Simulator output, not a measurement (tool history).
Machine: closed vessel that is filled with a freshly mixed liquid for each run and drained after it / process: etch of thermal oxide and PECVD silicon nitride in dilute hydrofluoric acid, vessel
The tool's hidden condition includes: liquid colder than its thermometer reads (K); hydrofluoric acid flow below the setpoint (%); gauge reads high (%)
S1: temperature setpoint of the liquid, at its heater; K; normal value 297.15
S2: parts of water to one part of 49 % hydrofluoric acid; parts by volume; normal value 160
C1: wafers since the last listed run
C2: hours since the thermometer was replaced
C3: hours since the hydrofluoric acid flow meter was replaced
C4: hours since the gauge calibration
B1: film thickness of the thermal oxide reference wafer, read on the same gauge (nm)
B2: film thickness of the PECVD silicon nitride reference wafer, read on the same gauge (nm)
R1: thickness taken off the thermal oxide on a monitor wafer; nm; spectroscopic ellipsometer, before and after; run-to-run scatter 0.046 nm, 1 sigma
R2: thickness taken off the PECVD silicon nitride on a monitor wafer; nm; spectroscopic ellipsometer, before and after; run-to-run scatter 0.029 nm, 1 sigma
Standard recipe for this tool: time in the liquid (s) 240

run 1 hour=0.0 | S1=299.65 S2=160 time_in_the_liquid_(s)=240 | C1=0 C2=1371.0 C3=264.7 C4=344.3 | B1=69.97 B2=40.018 | R1=6.41 R2=4.632
run 2 hour=13.5 | S1=297.15 S2=115 time_in_the_liquid_(s)=240 | C1=1008 C2=1384.5 C3=278.2 C4=357.8 | B1=70.00 B2=40.008 | R1=8.50 R2=5.412
run 3 hour=37.8 | S1=297.15 S2=160 time_in_the_liquid_(s)=240 | C1=1814 C2=1408.8 C3=302.5 C4=382.1 | B1=70.01 B2=40.020 | R1=5.75 R2=3.866
run 4 hour=69.0 | S1=297.15 S2=160 time_in_the_liquid_(s)=240 | C1=2329 C2=1440.0 C3=333.7 C4=413.3 | B1=69.97 B2=39.979 | R1=5.74 R2=3.905
run 5 hour=84.9 | S1=297.15 S2=160 time_in_the_liquid_(s)=240 | C1=1187 C2=1455.9 C3=349.6 C4=429.2 | B1=69.99 B2=40.025 | R1=5.76 R2=3.904
run 6 hour=108.7 | S1=293.15 S2=120 time_in_the_liquid_(s)=320 | C1=1777 C2=1479.7 C3=373.4 C4=453.0 | B1=70.01 B2=39.987 | R1=9.08 R2=5.231
run 7 hour=193.3 | S1=297.15 S2=105 time_in_the_liquid_(s)=140 | C1=6316 C2=1564.3 C3=458.0 C4=537.6 | B1=70.00 B2=40.006 | R1=5.44 R2=3.401
-- hour=207.2 hydrofluoric acid flow meter replaced
run 8 hour=214.8 | S1=297.15 S2=160 time_in_the_liquid_(s)=240 | C1=1530 C2=1585.8 C3=7.6 C4=559.1 | B1=70.03 B2=39.986 | R1=5.71 R2=3.844
run 9 hour=250.7 | S1=299.65 S2=160 time_in_the_liquid_(s)=240 | C1=2680 C2=1621.7 C3=43.5 C4=595.0 | B1=70.00 B2=39.994 | R1=6.26 R2=4.520
run 10 hour=270.8 | S1=297.15 S2=185 time_in_the_liquid_(s)=180 | C1=1500 C2=1641.8 C3=63.6 C4=615.1 | B1=70.01 B2=39.978 | R1=3.58 R2=2.487
-- hour=295.0 gauge calibrated
run 11 hour=312.8 | S1=297.15 S2=105 time_in_the_liquid_(s)=140 | C1=3136 C2=1683.8 C3=105.6 C4=17.8 | B1=70.01 B2=40.013 | R1=5.31 R2=3.348
run 12 hour=333.3 | S1=297.15 S2=160 time_in_the_liquid_(s)=240 | C1=1530 C2=1704.3 C3=126.1 C4=38.3 | B1=70.00 B2=39.986 | R1=5.66 R2=3.787
run 13 hour=359.0 | S1=299.15 S2=195 time_in_the_liquid_(s)=320 | C1=1918 C2=1730.0 C3=151.8 C4=64.0 | B1=70.01 B2=40.000 | R1=6.44 R2=4.784
-- hour=374.6 thermometer replaced
run 14 hour=380.9 | S1=298.65 S2=160 time_in_the_liquid_(s)=240 | C1=1560 C2=6.3 C3=173.7 C4=85.9 | B1=70.01 B2=40.003 | R1=6.58 R2=4.897
run 15 hour=414.6 | S1=297.15 S2=160 time_in_the_liquid_(s)=290 | C1=2516 C2=40.0 C3=207.4 C4=119.6 | B1=70.00 B2=40.001 | R1=7.52 R2=5.363
run 16 hour=429.5 | S1=297.15 S2=200 time_in_the_liquid_(s)=240 | C1=1112 C2=54.9 C3=222.3 C4=134.5 | B1=70.00 B2=39.989 | R1=4.77 R2=3.565
run 17 hour=448.0 | S1=294.65 S2=125 time_in_the_liquid_(s)=240 | C1=1381 C2=73.4 C3=240.8 C4=153.0 | B1=70.01 B2=40.005 | R1=7.51 R2=4.788
run 18 hour=482.8 | S1=301.65 S2=130 time_in_the_liquid_(s)=240 | C1=2598 C2=108.2 C3=275.6 C4=187.8 | B1=70.00 B2=40.016 | R1=9.36 R2=7.238
run 19 hour=509.4 | S1=297.15 S2=130 time_in_the_liquid_(s)=380 | C1=1986 C2=134.8 C3=302.2 C4=214.4 | B1=70.02 B2=39.986 | R1=12.43 R2=8.589
run 20 hour=527.9 | S1=297.15 S2=160 time_in_the_liquid_(s)=240 | C1=1381 C2=153.3 C3=320.7 C4=232.9 | B1=70.01 B2=39.985 | R1=6.21 R2=4.372
run 21 hour=549.4 | S1=297.15 S2=160 time_in_the_liquid_(s)=280 | C1=1605 C2=174.8 C3=342.2 C4=254.4 | B1=70.00 B2=39.999 | R1=7.22 R2=5.170
run 22 hour=561.4 | S1=301.65 S2=235 time_in_the_liquid_(s)=120 | C1=896 C2=186.8 C3=354.2 C4=266.4 | B1=69.99 B2=40.008 | R1=2.29 R2=1.996
run 23 hour=586.2 | S1=299.65 S2=160 time_in_the_liquid_(s)=240 | C1=1851 C2=211.6 C3=379.0 C4=291.2 | B1=70.00 B2=39.996 | R1=6.76 R2=5.179
-- hour=609.3 hydrofluoric acid flow meter replaced
run 24 hour=612.2 | S1=297.15 S2=160 time_in_the_liquid_(s)=190 | C1=1866 C2=237.6 C3=2.9 C4=317.2 | B1=70.02 B2=39.993 | R1=4.93 R2=3.439
run 25 hour=635.2 | S1=301.15 S2=225 time_in_the_liquid_(s)=145 | C1=1717 C2=260.6 C3=25.9 C4=340.2 | B1=70.01 B2=39.997 | R1=2.85 R2=2.399

Branching from run 25: 4 alternative next runs. What would each branch give?
run A hour=635.9 | S1=293.15 S2=160 time_in_the_liquid_(s)=240 | C1=52 C2=261.3 C3=26.6 C4=340.9 | B1=? B2=? | R1=? R2=?
run B hour=635.9 | S1=298.65 S2=225 time_in_the_liquid_(s)=185 | C1=52 C2=261.3 C3=26.6 C4=340.9 | B1=? B2=? | R1=? R2=?
run C hour=635.9 | S1=295.65 S2=120 time_in_the_liquid_(s)=240 | C1=52 C2=261.3 C3=26.6 C4=340.9 | B1=? B2=? | R1=? R2=?
run D hour=635.9 | S1=297.15 S2=160 time_in_the_liquid_(s)=100 | C1=52 C2=261.3 C3=26.6 C4=340.9 | B1=? B2=? | R1=? R2=?

run=A B1=70.00 B2=40.023 R1=5.25 R2=3.358
run=B B1=70.00 B2=40.023 R1=3.32 R2=2.643
run=C B1=70.00 B2=40.023 R1=8.08 R2=5.255
run=D B1=70.00 B2=40.023 R1=2.56 R2=1.821
The same runs, with their run-to-run variation unchanged, on a tool lacking any hidden condition would have given:
run=A R1=5.41 R2=3.528
run=B R1=3.41 R2=2.767
run=C R1=8.32 R2=5.519
run=D R1=2.63 R2=1.909
